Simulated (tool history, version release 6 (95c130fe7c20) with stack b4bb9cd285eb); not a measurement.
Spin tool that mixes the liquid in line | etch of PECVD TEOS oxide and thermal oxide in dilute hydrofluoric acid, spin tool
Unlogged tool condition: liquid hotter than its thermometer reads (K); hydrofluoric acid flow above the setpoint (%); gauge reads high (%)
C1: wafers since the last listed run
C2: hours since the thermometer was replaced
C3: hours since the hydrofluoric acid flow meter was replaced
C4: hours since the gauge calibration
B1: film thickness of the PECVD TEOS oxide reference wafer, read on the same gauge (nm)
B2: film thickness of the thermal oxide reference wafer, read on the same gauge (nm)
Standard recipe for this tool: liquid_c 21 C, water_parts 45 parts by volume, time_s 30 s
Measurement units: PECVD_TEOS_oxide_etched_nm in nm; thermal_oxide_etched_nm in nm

run 1 hour=0 | liquid_c=21 water_parts=45 time_s=30 | C1=0 C2=193.4 C3=271 C4=229.3 | B1=110.29 B2=110.295 | PECVD_TEOS_oxide_etched_nm=9.53 thermal_oxide_etched_nm=2.79
run 2 hour=68.9 | liquid_c=21 water_parts=45 time_s=30 | C1=934 C2=262.3 C3=339.9 C4=298.2 | B1=110.53 B2=110.597 | PECVD_TEOS_oxide_etched_nm=9.53 thermal_oxide_etched_nm=2.798
run 3 hour=131.2 | liquid_c=21 water_parts=45 time_s=30 | C1=845 C2=324.6 C3=402.2 C4=360.5 | B1=110.88 B2=110.875 | PECVD_TEOS_oxide_etched_nm=9.58 thermal_oxide_etched_nm=2.846
run 4 hour=202.8 | liquid_c=21 water_parts=30 time_s=30 | C1=971 C2=396.2 C3=473.8 C4=432.1 | B1=111.38 B2=111.367 | PECVD_TEOS_oxide_etched_nm=14.49 thermal_oxide_etched_nm=4.329
run 5 hour=266.5 | liquid_c=21 water_parts=30 time_s=30 | C1=864 C2=459.9 C3=537.5 C4=495.8 | B1=111.85 B2=111.803 | PECVD_TEOS_oxide_etched_nm=14.68 thermal_oxide_etched_nm=4.313
run 6 hour=332 | liquid_c=21 water_parts=30 time_s=30 | C1=888 C2=525.4 C3=603 C4=561.3 | B1=112.4 B2=112.446 | PECVD_TEOS_oxide_etched_nm=14.89 thermal_oxide_etched_nm=4.374
run 7 hour=363.2 | liquid_c=21 water_parts=45 time_s=30 | C1=423 C2=556.6 C3=634.2 C4=592.5 | B1=112.7 B2=112.697 | PECVD_TEOS_oxide_etched_nm=9.64 thermal_oxide_etched_nm=2.902
-- hour=374.3 gauge calibrated
run 8 hour=387.4 | liquid_c=21 water_parts=45 time_s=30 | C1=328 C2=580.8 C3=658.4 C4=13.1 | B1=109.8 B2=109.864 | PECVD_TEOS_oxide_etched_nm=9.47 thermal_oxide_etched_nm=2.807
run 9 hour=448.2 | liquid_c=21 water_parts=30 time_s=30 | C1=824 C2=641.6 C3=719.2 C4=73.9 | B1=109.9 B2=109.861 | PECVD_TEOS_oxide_etched_nm=14.37 thermal_oxide_etched_nm=4.263
run 10 hour=516.3 | liquid_c=21 water_parts=45 time_s=30 | C1=923 C2=709.7 C3=787.3 C4=142 | B1=109.99 B2=110.005 | PECVD_TEOS_oxide_etched_nm=9.51 thermal_oxide_etched_nm=2.813
run 11 hour=581.8 | liquid_c=21 water_parts=45 time_s=20 | C1=888 C2=775.2 C3=852.8 C4=207.5 | B1=110.19 B2=110.217 | PECVD_TEOS_oxide_etched_nm=6.28 thermal_oxide_etched_nm=1.878
run 12 hour=612.3 | liquid_c=23.5 water_parts=50 time_s=15 | C1=413 C2=805.7 C3=883.3 C4=238 | B1=110.29 B2=110.322 | PECVD_TEOS_oxide_etched_nm=4.65 thermal_oxide_etched_nm=1.393
run 13 hour=639.6 | liquid_c=21 water_parts=55 time_s=30 | C1=370 C2=833 C3=910.6 C4=265.3 | B1=110.41 B2=110.373 | PECVD_TEOS_oxide_etched_nm=7.67 thermal_oxide_etched_nm=2.239
-- hour=722.1 thermometer replaced
-- hour=795.1 hydrofluoric acid flow meter replaced
run 14 hour=818.6 | liquid_c=22.5 water_parts=30 time_s=30 | C1=2400 C2=96.5 C3=23.5 C4=444.3 | B1=111.44 B2=111.414 | PECVD_TEOS_oxide_etched_nm=15.51 thermal_oxide_etched_nm=4.629
run 15 hour=851 | liquid_c=17.5 water_parts=25 time_s=30 | C1=439 C2=128.9 C3=55.9 C4=476.7 | B1=111.7 B2=111.689 | PECVD_TEOS_oxide_etched_nm=14.97 thermal_oxide_etched_nm=4.553
-- hour=876.7 gauge calibrated
run 16 hour=917.9 | liquid_c=21 water_parts=45 time_s=30 | C1=907 C2=195.8 C3=122.8 C4=41.2 | B1=109.65 B2=109.633 | PECVD_TEOS_oxide_etched_nm=9.48 thermal_oxide_etched_nm=2.805
run 17 hour=1056 | liquid_c=24.5 water_parts=45 time_s=45 | C1=1873 C2=333.9 C3=260.9 C4=179.3 | B1=109.89 B2=109.896 | PECVD_TEOS_oxide_etched_nm=16.38 thermal_oxide_etched_nm=4.873

Each row is a separate what-if for the run after 17, all from the same tool condition, not one after another. Results?
run A hour=1056.4 | liquid_c=21 water_parts=45 time_s=30 | C1=5 C2=334.3 C3=261.3 C4=179.7 | B1=? B2=? | PECVD_TEOS_oxide_etched_nm=? thermal_oxide_etched_nm=?
run B hour=1056.4 | liquid_c=24 water_parts=60 time_s=35 | C1=5 C2=334.3 C3=261.3 C4=179.7 | B1=? B2=? | PECVD_TEOS_oxide_etched_nm=? thermal_oxide_etched_nm=?
run C hour=1056.4 | liquid_c=17 water_parts=60 time_s=15 | C1=5 C2=334.3 C3=261.3 C4=179.7 | B1=? B2=? | PECVD_TEOS_oxide_etched_nm=? thermal_oxide_etched_nm=?
run D hour=1056.4 | liquid_c=24.5 water_parts=45 time_s=25 | C1=5 C2=334.3 C3=261.3 C4=179.7 | B1=? B2=? | PECVD_TEOS_oxide_etched_nm=? thermal_oxide_etched_nm=?
run E hour=1056.4 | liquid_c=21 water_parts=45 time_s=15 | C1=5 C2=334.3 C3=261.3 C4=179.7 | B1=? B2=? | PECVD_TEOS_oxide_etched_nm=? thermal_oxide_etched_nm=?

run=A B1=109.9 B2=109.914 PECVD_TEOS_oxide_etched_nm=9.47 thermal_oxide_etched_nm=2.825
run=B B1=109.9 B2=109.914 PECVD_TEOS_oxide_etched_nm=9.21 thermal_oxide_etched_nm=2.747
run=C B1=109.9 B2=109.914 PECVD_TEOS_oxide_etched_nm=2.94 thermal_oxide_etched_nm=0.877
run=D B1=109.9 B2=109.914 PECVD_TEOS_oxide_etched_nm=9.13 thermal_oxide_etched_nm=2.724
run=E B1=109.9 B2=109.914 PECVD_TEOS_oxide_etched_nm=4.73 thermal_oxide_etched_nm=1.412
Take away the tool's hidden state, keep each run's random variation, and the runs would have read:
run=A PECVD_TEOS_oxide_etched_nm=9.47 thermal_oxide_etched_nm=2.828
run=B PECVD_TEOS_oxide_etched_nm=9.21 thermal_oxide_etched_nm=2.75
run=C PECVD_TEOS_oxide_etched_nm=2.94 thermal_oxide_etched_nm=0.878
run=D PECVD_TEOS_oxide_etched_nm=9.14 thermal_oxide_etched_nm=2.727
run=E PECVD_TEOS_oxide_etched_nm=4.74 thermal_oxide_etched_nm=1.414
